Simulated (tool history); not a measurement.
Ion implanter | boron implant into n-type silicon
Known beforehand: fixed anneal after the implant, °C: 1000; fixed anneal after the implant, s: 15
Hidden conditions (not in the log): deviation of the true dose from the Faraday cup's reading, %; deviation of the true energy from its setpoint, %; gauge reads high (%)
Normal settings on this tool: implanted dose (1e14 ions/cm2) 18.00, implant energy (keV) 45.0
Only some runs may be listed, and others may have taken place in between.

run    hour  implanted dose (1e14 ions/cm2)  implant energy (keV)  wafers since the last listed run  hours since the last dose calibration  hours since the extraction supply was calibrated  hours since the gauge calibration  read-back reference wafer on the same gauge, sheet resistance  sheet resistance of the implanted and annealed layer (ohm/square)
  1     0.0                           18.00                  45.0                                 0                                  178.1                                             705.7                             1655.7                                                          74.96                                                              70.65
  2    27.6                           18.00                  45.0                               600                                  205.7                                             733.3                             1683.3                                                          75.08                                                              70.68
  3    65.8                           16.11                  45.0                               830                                  243.9                                             771.5                             1721.5                                                          74.88                                                              78.27
  4   105.2                           16.11                  45.0                               856                                  283.3                                             810.9                             1760.9                                                          74.74                                                              77.19
  5   168.3                           16.11                  45.0                              1372                                  346.4                                             874.0                             1824.0                                                          74.94                                                              77.08
  6   209.6                           18.00                  45.0                               898                                  387.7                                             915.3                             1865.3                                                          74.91                                                              70.58
  7   280.4                           16.34                  49.0                              1539                                  458.5                                             986.1                             1936.1                                                          74.87                                                              76.38
  8   337.2                           18.00                  45.0                              1235                                  515.3                                            1042.9                             1992.9                                                          74.85                                                              71.16
  9   400.8                           18.00                  45.0                              1383                                  578.9                                            1106.5                             2056.5                                                          74.93                                                              71.06
 10   431.2                           18.00                  45.0                               661                                  609.3                                            1136.9                             2086.9                                                          74.75                                                              71.45
 11   472.3                           18.00                  45.0                               893                                  650.4                                            1178.0                             2128.0                                                          74.89                                                              71.25
 12   537.3                           18.00                  45.0                              1413                                  715.4                                            1243.0                             2193.0                                                          74.74                                                              70.62
 13   570.6                           18.00                  45.0                               724                                  748.7                                            1276.3                             2226.3                                                          74.79                                                              71.45
      617.9  -- gauge calibrated
 14   642.0                           15.00                  45.0                              1553                                  820.1                                            1347.7                               24.1                                                          79.12                                                              86.41
 15   670.0                           18.00                  45.0                               609                                  848.1                                            1375.7                               52.1                                                          78.87                                                              75.30
 16   737.4                           18.00                  45.0                              1466                                  915.5                                            1443.1                              119.5                                                          78.61                                                              74.53
 17   776.7                           16.47                  51.5                               854                                  954.8                                            1482.4                              158.8                                                          78.45                                                              79.04
 18   840.7                           18.00                  45.0                              1392                                 1018.8                                            1546.4                              222.8                                                          78.00                                                              73.98
 19   864.9                           14.93                  45.0                               526                                 1043.0                                            1570.6                              247.0                                                          77.95                                                              85.70
 20   930.0                           18.00                  45.0                              1416                                 1108.1                                            1635.7                              312.1                                                          77.87                                                              73.41
 21   959.4                           18.00                  51.5                               639                                 1137.5                                            1665.1                              341.5                                                          77.66                                                              72.70
 22   997.4                           18.00                  45.0                               826                                 1175.5                                            1703.1                              379.5                                                          77.36                                                              73.27
 23  1053.4                           19.84                  54.0                              1218                                 1231.5                                            1759.1                              435.5                                                          77.32                                                              66.97
 24  1105.4                           12.63                  34.5                              1131                                 1283.5                                            1811.1                              487.5                                                          76.89                                                              97.38
 25  1175.2                           18.00                  45.0                              1518                                 1353.3                                            1880.9                              557.3                                                          77.02                                                              72.98
 26  1231.0                           14.50                  41.0                              1213                                 1409.1                                            1936.7                              613.1                                                          76.86                                                              86.18
 27  1295.3                           22.17                  45.0                              1398                                 1473.4                                            2001.0                              677.4                                                          76.59                                                              62.55
     1315.4  -- Faraday cup replaced and dose calibrated
 28  1325.9                           18.00                  45.0                               491                                   10.5                                            2031.6                              708.0                                                          76.52                                                              72.73
 29  1351.0                           18.00                  45.0                               545                                   35.6                                            2056.7                              733.1                                                          76.45                                                              72.73
 30  1416.6                           14.61                  55.0                              1426                                  101.2                                            2122.3                              798.7                                                          76.42                                                              83.76
 31  1453.9                           18.00                  45.0                               811                                  138.5                                            2159.6                              836.0                                                          76.25                                                              72.61
     1468.8  -- extraction supply calibrated
 32  1507.5                           18.00                  31.0                               991                                  192.1                                              38.7                              889.6                                                          76.09                                                              75.26
 33  1544.5                           21.72                  37.0                               804                                  229.1                                              75.7                              926.6                                                          76.19                                                              64.93
 34  1592.8                           18.00                  45.0                              1050                                  277.4                                             124.0                              974.9                                                          76.06                                                              71.70
 35  1642.0                           22.62                  58.5                              1070                                  326.6                                             173.2                             1024.1                                                          76.17                                                              59.63
 36  1707.1                           18.00                  33.5                              1416                                  391.7                                             238.3                             1089.2                                                          75.97                                                              74.48
 37  1801.9                           12.67                  29.5                              2062                                  486.5                                             333.1                             1184.0                                                          75.62                                                              96.43
 38  1997.6                           18.00                  45.0                              4256                                  682.2                                             528.8                             1379.7                                                          75.65                                                              71.83

State the hidden condition of the tool at each of the runs:
deviation of the true dose from the Faraday cup's reading, %: 0, the same for each run
deviation of the true energy from its setpoint, %: 0, the same for each run
H1: gauge reads high (%)
run      H1
  1   -5.78
  2   -5.79
  3   -5.82
  4   -5.84
  5   -5.88
  6    -5.9
  7   -5.93
  8   -5.96
  9   -5.98
 10   -5.99
 11   -6.01
 12   -6.03
 13   -6.04
 14  -0.479
 15  -0.693
 16   -1.17
 17   -1.43
 18   -1.82
 19   -1.96
 20   -2.31
 21   -2.45
 22   -2.63
 23   -2.88
 24   -3.09
 25   -3.35
 26   -3.54
 27   -3.74
 28   -3.82
 29   -3.89
 30   -4.06
 31   -4.15
 32   -4.27
 33   -4.35
 34   -4.44
 35   -4.53
 36   -4.64
 37   -4.78
 38   -5.01
